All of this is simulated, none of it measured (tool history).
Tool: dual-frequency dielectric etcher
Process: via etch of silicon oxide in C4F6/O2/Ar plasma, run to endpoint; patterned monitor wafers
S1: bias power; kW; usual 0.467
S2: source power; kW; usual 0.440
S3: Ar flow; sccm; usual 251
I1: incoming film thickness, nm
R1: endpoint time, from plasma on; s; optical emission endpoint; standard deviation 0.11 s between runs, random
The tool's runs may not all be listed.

{"run": 1, "day": 0.0, "S1": 0.467, "S2": 0.44, "S3": 251, "I1": 86.3, "R1": 19.4}
{"run": 2, "day": 1.471, "S1": 0.467, "S2": 0.44, "S3": 251, "I1": 87.3, "R1": 19.9}
{"run": 3, "day": 2.5, "S1": 0.467, "S2": 0.36, "S3": 251, "I1": 86.9, "R1": 21.6}
{"run": 4, "day": 4.667, "S1": 0.467, "S2": 0.36, "S3": 251, "I1": 87.2, "R1": 21.9}
{"run": 5, "day": 6.0, "S1": 0.467, "S2": 0.36, "S3": 251, "I1": 86.7, "R1": 21.9}
{"run": 6, "day": 11.454, "S1": 0.467, "S2": 0.44, "S3": 251, "I1": 85.9, "R1": 20.3}
{"day": 13.0, "done": "wet clean of the chamber"}
{"run": 7, "day": 13.433, "S1": 0.467, "S2": 0.44, "S3": 251, "I1": 87.6, "R1": 19.8}
{"run": 8, "day": 15.388, "S1": 0.467, "S2": 0.44, "S3": 251, "I1": 87.4, "R1": 19.7}
{"run": 9, "day": 17.971, "S1": 0.467, "S2": 0.44, "S3": 251, "I1": 86.8, "R1": 19.8}
{"day": 19.883, "done": "source power generator calibrated"}
{"run": 10, "day": 19.904, "S1": 0.467, "S2": 0.44, "S3": 251, "I1": 88.1, "R1": 20.1}
{"run": 11, "day": 21.85, "S1": 0.467, "S2": 0.44, "S3": 251, "I1": 86.9, "R1": 20.3}
{"run": 12, "day": 23.854, "S1": 0.467, "S2": 0.44, "S3": 251, "I1": 87.5, "R1": 20.3}
{"day": 24.712, "done": "Ar flow controller replaced"}
{"run": 13, "day": 25.321, "S1": 0.424, "S2": 0.5, "S3": 227, "I1": 85.9, "R1": 19.5}
{"run": 14, "day": 26.958, "S1": 0.467, "S2": 0.39, "S3": 311, "I1": 87.2, "R1": 21.9}
{"day": 27.479, "done": "bias power generator calibrated"}
{"day": 29.258, "done": "wet clean of the chamber"}
{"run": 15, "day": 29.279, "S1": 0.367, "S2": 0.33, "S3": 311, "I1": 86.8, "R1": 24.1}
{"run": 16, "day": 30.846, "S1": 0.467, "S2": 0.44, "S3": 251, "I1": 86.4, "R1": 19.8}
{"day": 33.562, "done": "upper electrode replaced"}
{"run": 17, "day": 38.404, "S1": 0.467, "S2": 0.51, "S3": 251, "I1": 87.7, "R1": 19.0}
{"run": 18, "day": 39.838, "S1": 0.467, "S2": 0.44, "S3": 251, "I1": 87.0, "R1": 20.0}
{"run": 19, "day": 42.408, "S1": 0.547, "S2": 0.53, "S3": 312, "I1": 86.8, "R1": 18.3}
{"run": 20, "day": 43.433, "S1": 0.546, "S2": 0.44, "S3": 208, "I1": 86.6, "R1": 19.0}
{"day": 45.392, "done": "wet clean of the chamber"}
{"run": 21, "day": 45.412, "S1": 0.467, "S2": 0.44, "S3": 208, "I1": 87.5, "R1": 19.3}
{"run": 22, "day": 48.112, "S1": 0.573, "S2": 0.55, "S3": 251, "I1": 86.7, "R1": 16.7}
{"run": 23, "day": 49.892, "S1": 0.51, "S2": 0.49, "S3": 212, "I1": 86.7, "R1": 18.0}
{"run": 24, "day": 51.383, "S1": 0.467, "S2": 0.44, "S3": 251, "I1": 86.7, "R1": 19.5}
{"run": 25, "day": 53.167, "S1": 0.467, "S2": 0.44, "S3": 251, "I1": 87.0, "R1": 19.9}

Run 26 has not been measured yet. What should we expect?
{"run": 26, "day": 55.517, "S1": 0.389, "S2": 0.52, "S3": 233, "I1": 87.1, "R1": "?"}

{"run 26": {"R1": 19.9}}
If the tool had no hidden condition, the same run with the same run-to-run variation would have returned R1 19.4 s.
